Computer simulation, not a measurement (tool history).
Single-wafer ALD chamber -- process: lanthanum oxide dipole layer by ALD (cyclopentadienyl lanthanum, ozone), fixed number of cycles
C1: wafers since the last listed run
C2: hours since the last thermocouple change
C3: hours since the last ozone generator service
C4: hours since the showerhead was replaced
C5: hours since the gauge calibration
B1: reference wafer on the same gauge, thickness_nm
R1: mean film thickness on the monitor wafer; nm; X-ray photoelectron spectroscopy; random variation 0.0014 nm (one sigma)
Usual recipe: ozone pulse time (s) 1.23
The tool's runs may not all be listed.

Run 1, hour 0: usual settings; C1 0; C2 188.1; C3 641.7; C4 6217.2; C5 1613; B1 0.538. Result: R1 0.557 nm.
Run 2, hour 40.4: usual settings; C1 518; C2 228.5; C3 682.1; C4 6257.6; C5 1653.4; B1 0.538. Result: R1 0.558 nm.
Run 3, hour 70.5: usual settings; C1 386; C2 258.6; C3 712.2; C4 6287.7; C5 1683.5; B1 0.538. Result: R1 0.557 nm.
Run 4, hour 116.7: usual settings but ozone pulse time (s) 1.48; C1 593; C2 304.8; C3 758.4; C4 6333.9; C5 1729.7; B1 0.538. Result: R1 0.578 nm.
Run 5, hour 160.4: usual settings but ozone pulse time (s) 1.62; C1 561; C2 348.5; C3 802.1; C4 6377.6; C5 1773.4; B1 0.538. Result: R1 0.589 nm.
Run 6, hour 197.1: usual settings but ozone pulse time (s) 1.62; C1 471; C2 385.2; C3 838.8; C4 6414.3; C5 1810.1; B1 0.538. Result: R1 0.589 nm.
Run 7, hour 249.1: usual settings but ozone pulse time (s) 1.02; C1 667; C2 437.2; C3 890.8; C4 6466.3; C5 1862.1; B1 0.538. Result: R1 0.524 nm.
Run 8, hour 280.8: usual settings but ozone pulse time (s) 1.02; C1 407; C2 468.9; C3 922.5; C4 6498; C5 1893.8; B1 0.538. Result: R1 0.524 nm.
Run 9, hour 328.1: usual settings but ozone pulse time (s) 1.03; C1 607; C2 516.2; C3 969.8; C4 6545.3; C5 1941.1; B1 0.538. Result: R1 0.526 nm.
At hour 353.7: gauge calibrated.
Run 10, hour 389.2: usual settings; C1 784; C2 577.3; C3 1030.9; C4 6606.4; C5 35.5; B1 0.538. Result: R1 0.552 nm.
Run 11, hour 417.9: usual settings but ozone pulse time (s) 1.53; C1 368; C2 606; C3 1059.6; C4 6635.1; C5 64.2; B1 0.538. Result: R1 0.581 nm.
Run 12, hour 452.5: usual settings but ozone pulse time (s) 1.36; C1 444; C2 640.6; C3 1094.2; C4 6669.7; C5 98.8; B1 0.538. Result: R1 0.567 nm.
Run 13, hour 493.2: usual settings but ozone pulse time (s) 1.5; C1 522; C2 681.3; C3 1134.9; C4 6710.4; C5 139.5; B1 0.537. Result: R1 0.577 nm.
Run 14, hour 528.8: usual settings but ozone pulse time (s) 0.97; C1 457; C2 716.9; C3 1170.5; C4 6746; C5 175.1; B1 0.538. Result: R1 0.51 nm.
Run 15, hour 580.4: usual settings; C1 662; C2 768.5; C3 1222.1; C4 6797.6; C5 226.7; B1 0.538. Result: R1 0.551 nm.
Run 16, hour 604.5: usual settings but ozone pulse time (s) 0.98; C1 309; C2 792.6; C3 1246.2; C4 6821.7; C5 250.8; B1 0.538. Result: R1 0.509 nm.
At hour 659.9: ozone generator serviced.
Run 17, hour 660.4: usual settings; C1 615; C2 848.5; C3 0.5; C4 6877.6; C5 306.7; B1 0.538. Result: R1 0.56 nm.
Run 18, hour 699.8: usual settings but ozone pulse time (s) 0.94; C1 506; C2 887.9; C3 39.9; C4 6917; C5 346.1; B1 0.538. Result: R1 0.519 nm.
Run 19, hour 747.3: usual settings but ozone pulse time (s) 1.46; C1 610; C2 935.4; C3 87.4; C4 6964.5; C5 393.6; B1 0.538. Result: R1 0.585 nm.
Run 20, hour 780.7: usual settings; C1 428; C2 968.8; C3 120.8; C4 6997.9; C5 427; B1 0.538. Result: R1 0.561 nm.
Run 21, hour 847: usual settings but ozone pulse time (s) 0.81; C1 851; C2 1035.1; C3 187.1; C4 7064.2; C5 493.3; B1 0.538. Result: R1 0.489 nm.
At hour 902.1: showerhead replaced.
Run 22, hour 907.6: usual settings but ozone pulse time (s) 1.66; C1 675; C2 1095.7; C3 247.7; C4 5.5; C5 553.9; B1 0.538. Result: R1 0.591 nm.
Run 23, hour 939.8: usual settings; C1 413; C2 1127.9; C3 279.9; C4 37.7; C5 586.1; B1 0.538. Result: R1 0.564 nm.
At hour 974.2: thermocouple changed; heater temperature recalibrated.
Run 24, hour 1002.7: usual settings but ozone pulse time (s) 1.51; C1 705; C2 28.5; C3 342.8; C4 100.6; C5 649; B1 0.538. Result: R1 0.585 nm.
Run 25, hour 1029.2: usual settings; C1 340; C2 55; C3 369.3; C4 127.1; C5 675.5; B1 0.538. Result: R1 0.56 nm.
Run 26, hour 1127.5: usual settings but ozone pulse time (s) 1.71; C1 1262; C2 153.3; C3 467.6; C4 225.4; C5 773.8; B1 0.538. Result: R1 0.598 nm.
Run 27, hour 1177.7: usual settings but ozone pulse time (s) 0.93; C1 644; C2 203.5; C3 517.8; C4 275.6; C5 824; B1 0.538. Result: R1 0.512 nm.
Run 28, hour 1205.2: usual settings but ozone pulse time (s) 1.54; C1 353; C2 231; C3 545.3; C4 303.1; C5 851.5; B1 0.538. Result: R1 0.584 nm.
Run 29, hour 1250.7: usual settings; C1 584; C2 276.5; C3 590.8; C4 348.6; C5 897; B1 0.538. Result: R1 0.561 nm.
Run 30, hour 1315.1: usual settings but ozone pulse time (s) 1.08; C1 827; C2 340.9; C3 655.2; C4 413; C5 961.4; B1 0.538. Result: R1 0.541 nm.
Run 31, hour 1341.6: usual settings but ozone pulse time (s) 0.77; C1 340; C2 367.4; C3 681.7; C4 439.5; C5 987.9; B1 0.538. Result: R1 0.472 nm.
Run 32, hour 1377.9: usual settings but ozone pulse time (s) 1.45; C1 466; C2 403.7; C3 718; C4 475.8; C5 1024.2; B1 0.538. Result: R1 0.578 nm.
Run 33, hour 1427.6: usual settings but ozone pulse time (s) 1.65; C1 638; C2 453.4; C3 767.7; C4 525.5; C5 1073.9; B1 0.538. Result: R1 0.59 nm.
Run 34, hour 1485.4: usual settings but ozone pulse time (s) 1.39; C1 742; C2 511.2; C3 825.5; C4 583.3; C5 1131.7; B1 0.538. Result: R1 0.574 nm.

Below, some changes in R1 between adjacent runs. For each, the amount present without the hidden state too (settings, incoming material, random variation) and the amount remaining for the hidden state with gauge scatter not shared by both compared results:
Hidden conditions of the tool in this case: wafer temperature above the value expected at the setpoint (K); ozone dose above that of a generator just serviced (%); gauge reads high (%).
Run 6 -> 7: ozone pulse time (s) 1.62 -> 1.02. R1 -0.065 nm: hidden state -0.005, all else -0.06.
Run 13 -> 14: ozone pulse time (s) 1.5 -> 0.97. R1 -0.067 nm: hidden state -0.008, all else -0.059.
Run 16 -> 17: ozone pulse time (s) 0.98 -> 1.23, ozone generator serviced. R1 +0.051 nm: hidden state +0.016, all else +0.035.
Run 21 -> 22: ozone pulse time (s) 0.81 -> 1.66, showerhead replaced. R1 +0.102 nm: hidden state -0.001, all else +0.103.
Run 26 -> 27: ozone pulse time (s) 1.71 -> 0.93. R1 -0.086 nm: hidden state -0.002, all else -0.084.
Run 31 -> 32: ozone pulse time (s) 0.77 -> 1.45. R1 +0.106 nm: hidden state +0.004, all else +0.102.

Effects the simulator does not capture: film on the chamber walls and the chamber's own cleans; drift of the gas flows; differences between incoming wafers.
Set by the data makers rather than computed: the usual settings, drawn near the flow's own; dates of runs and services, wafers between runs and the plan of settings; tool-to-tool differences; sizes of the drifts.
